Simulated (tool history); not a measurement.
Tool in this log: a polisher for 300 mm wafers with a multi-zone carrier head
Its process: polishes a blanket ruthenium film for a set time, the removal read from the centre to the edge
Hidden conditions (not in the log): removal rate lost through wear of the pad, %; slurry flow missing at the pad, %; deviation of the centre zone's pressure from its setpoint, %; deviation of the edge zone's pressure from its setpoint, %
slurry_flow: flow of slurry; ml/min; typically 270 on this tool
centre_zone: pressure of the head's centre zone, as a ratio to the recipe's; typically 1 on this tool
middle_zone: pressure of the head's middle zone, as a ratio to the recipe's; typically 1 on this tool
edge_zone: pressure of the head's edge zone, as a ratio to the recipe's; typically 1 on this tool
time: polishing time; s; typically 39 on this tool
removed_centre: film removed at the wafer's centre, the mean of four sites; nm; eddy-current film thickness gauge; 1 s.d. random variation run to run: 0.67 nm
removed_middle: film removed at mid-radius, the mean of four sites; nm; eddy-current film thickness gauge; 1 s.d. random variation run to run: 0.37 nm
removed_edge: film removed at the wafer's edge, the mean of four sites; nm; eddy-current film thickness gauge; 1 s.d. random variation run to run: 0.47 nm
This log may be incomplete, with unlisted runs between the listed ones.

run	day	slurry_flow	centre_zone	middle_zone	edge_zone	time	wafers since the last listed run	wafers polished on this pad	hours since the slurry nozzle was cleaned	hours since the centre zone pressure was calibrated	hours since the edge zone pressure was calibrated	hours since the carrier head's membrane was replaced	incoming thickness of the incoming film, nm	removed_centre	removed_middle	removed_edge
1	0	270	0.92	1	1	39	0	488	164.6	549.7	556.2	1073.4	323	52.7	56.3	56.5
2	2.388	270	1	1	1	39	664	1152	221.9	607	613.5	1130.7	325.4	54.8	54.8	56.1
3	4.183	270	1	1	1	39	499	1652	265	650.1	656.6	1173.8	335.2	53.8	53.7	55.1
# day 4.958: slurry nozzle cleaned
4	5.362	270	1	1	1	39	316	1969	9.7	678.4	684.9	1202.1	330.3	54	53.7	54.7
5	6.679	270	1	1	1	39	366	2336	41.3	710	716.5	1233.7	330.6	53.8	52.4	53.8
# day 8.338: worn pad replaced by a new one
6	9.233	270	1	1	1	39	664	249	102.6	771.3	777.8	1295	328.9	57.7	57	58.9
# day 9.875: centre zone pressure recalibrated
7	10.346	270	1	1	1	39	286	535	129.3	11.3	804.5	1321.7	326.2	57.5	56.6	57.9
# day 12.146: edge zone pressure recalibrated
8	13.05	270	1	1	1	39	729	1265	194.2	76.2	21.7	1386.6	331.2	54.9	55.1	55.4
9	15.308	220	0.88	0.96	1.09	39	628	1894	248.4	130.4	75.9	1440.8	330.7	46.6	52.6	57.6
# day 15.775: slurry nozzle cleaned
# day 17.696: worn pad replaced by a new one
10	17.958	210	1	1	1.04	39	679	72	52.4	194	139.5	1504.4	327.4	56.9	55.9	58.3
11	20.675	200	1	1.1	1	39	756	828	117.6	259.2	204.7	1569.6	326.1	52.1	55.7	55.1
# day 22.796: carrier head's membrane replaced by a new one
12	22.817	270	0.89	1.04	1.09	39	538	1367	169	310.6	256.1	0.5	336.2	48.6	55.1	57.1
13	23.967	230	1	1	0.92	39	320	1687	196.6	338.2	283.7	28.1	335.3	52.2	52.5	52.2
14	26.354	270	0.97	0.89	0.94	26	664	2352	253.9	395.5	341	85.4	326.9	34	33.9	35.1
# day 28.396: slurry nozzle cleaned
# day 28.858: worn pad replaced by a new one
15	29.1	315	0.93	1	1.08	39	706	67	16.9	461.4	406.9	151.3	325.3	54.7	58.9	62.3
16	30.621	350	0.89	0.88	1	46	423	490	53.4	497.9	443.4	187.8	337.5	62.3	64.3	70
17	32.438	270	1	0.9	1	39	505	996	97	541.5	487	231.4	327.3	54.8	52.7	57
18	33.667	335	1	1	1	39	342	1338	126.5	571	516.5	260.9	328.7	56.2	56.1	57.5
19	36.175	340	1.11	1	0.96	43	698	2036	186.7	631.2	576.7	321.1	329.7	68.2	61.1	60.4
20	38.675	210	1	1	1.04	39	696	2732	246.7	691.2	636.7	381.1	329.1	51.4	52.4	54.6
# day 39.996: centre zone pressure recalibrated
# day 40.146: slurry nozzle cleaned
# day 40.196: worn pad replaced by a new one
21	40.329	270	0.92	1	0.97	39	411	37	4.4	8	676.4	420.8	323.7	53.4	58.4	58.5
# day 40.812: edge zone pressure recalibrated
22	42.354	270	1	1	1	39	540	577	53	56.6	37	469.4	326.9	55.9	55.4	57.6

Across each entry between runs, compare the hidden state at the last listed run before it with the hidden state at the first listed run after it:
In the gap between runs 3 and 4: slurry nozzle cleaned (day 4.958)
  removal rate lost through wear of the pad, %: 8.99 -> 9.5
  the result without the hidden state subtracted from the measured one, removed_centre: -5.3 -> -5.7 nm; removed_middle: -5.3 -> -5.6 nm; removed_edge: -5.4 -> -5.7 nm
In the gap between runs 5 and 6: worn pad replaced by a new one (day 8.338)
  removal rate lost through wear of the pad, %: 9.9 -> 2.12
  the result without the hidden state subtracted from the measured one, removed_centre: -6 -> -1.3 nm; removed_middle: -5.8 -> -1.2 nm; removed_edge: -5.9 -> -1.3 nm
In the gap between runs 6 and 7: centre zone pressure recalibrated (day 9.875)
  removal rate lost through wear of the pad, %: 2.12 -> 4.05
  the result without the hidden state subtracted from the measured one, removed_centre: -1.3 -> -2.4 nm; removed_middle: -1.2 -> -2.4 nm; removed_edge: -1.3 -> -2.5 nm
In the gap between runs 7 and 8: edge zone pressure recalibrated (day 12.146)
  removal rate lost through wear of the pad, %: 4.05 -> 6.88
  the result without the hidden state subtracted from the measured one, removed_centre: -2.4 -> -4.1 nm; removed_middle: -2.4 -> -4.1 nm; removed_edge: -2.5 -> -4.1 nm
In the gap between runs 9 and 10: slurry nozzle cleaned (day 15.775); worn pad replaced by a new one (day 17.696)
  removal rate lost through wear of the pad, %: 8.06 -> 2.11
  the result without the hidden state subtracted from the measured one, removed_centre: -4.1 -> -1.2 nm; removed_middle: -4.7 -> -1.2 nm; removed_edge: -5.1 -> -1.2 nm
In the gap between runs 11 and 12: carrier head's membrane replaced by a new one (day 22.796)
  removal rate lost through wear of the pad, %: 6.7 -> 8.54
  the result without the hidden state subtracted from the measured one, removed_centre: -3.8 -> -4.5 nm; removed_middle: -3.9 -> -5.1 nm; removed_edge: -4 -> -5.3 nm
In the gap between runs 14 and 15: slurry nozzle cleaned (day 28.396); worn pad replaced by a new one (day 28.858)
  removal rate lost through wear of the pad, %: 9.97 -> 1.22
  the result without the hidden state subtracted from the measured one, removed_centre: -3.8 -> -0.7 nm; removed_middle: -3.8 -> -0.7 nm; removed_edge: -3.9 -> -0.8 nm
In the gap between runs 20 and 21: centre zone pressure recalibrated (day 39.996); slurry nozzle cleaned (day 40.146); worn pad replaced by a new one (day 40.196)
  removal rate lost through wear of the pad, %: 9.36 -> 0.794
  the result without the hidden state subtracted from the measured one, removed_centre: -5.3 -> -0.4 nm; removed_middle: -5.4 -> -0.4 nm; removed_edge: -5.7 -> -0.5 nm
In the gap between runs 21 and 22: edge zone pressure recalibrated (day 40.812)
  removal rate lost through wear of the pad, %: 0.794 -> 4.65
  the result without the hidden state subtracted from the measured one, removed_centre: -0.4 -> -2.7 nm; removed_middle: -0.4 -> -2.7 nm; removed_edge: -0.5 -> -2.8 nm
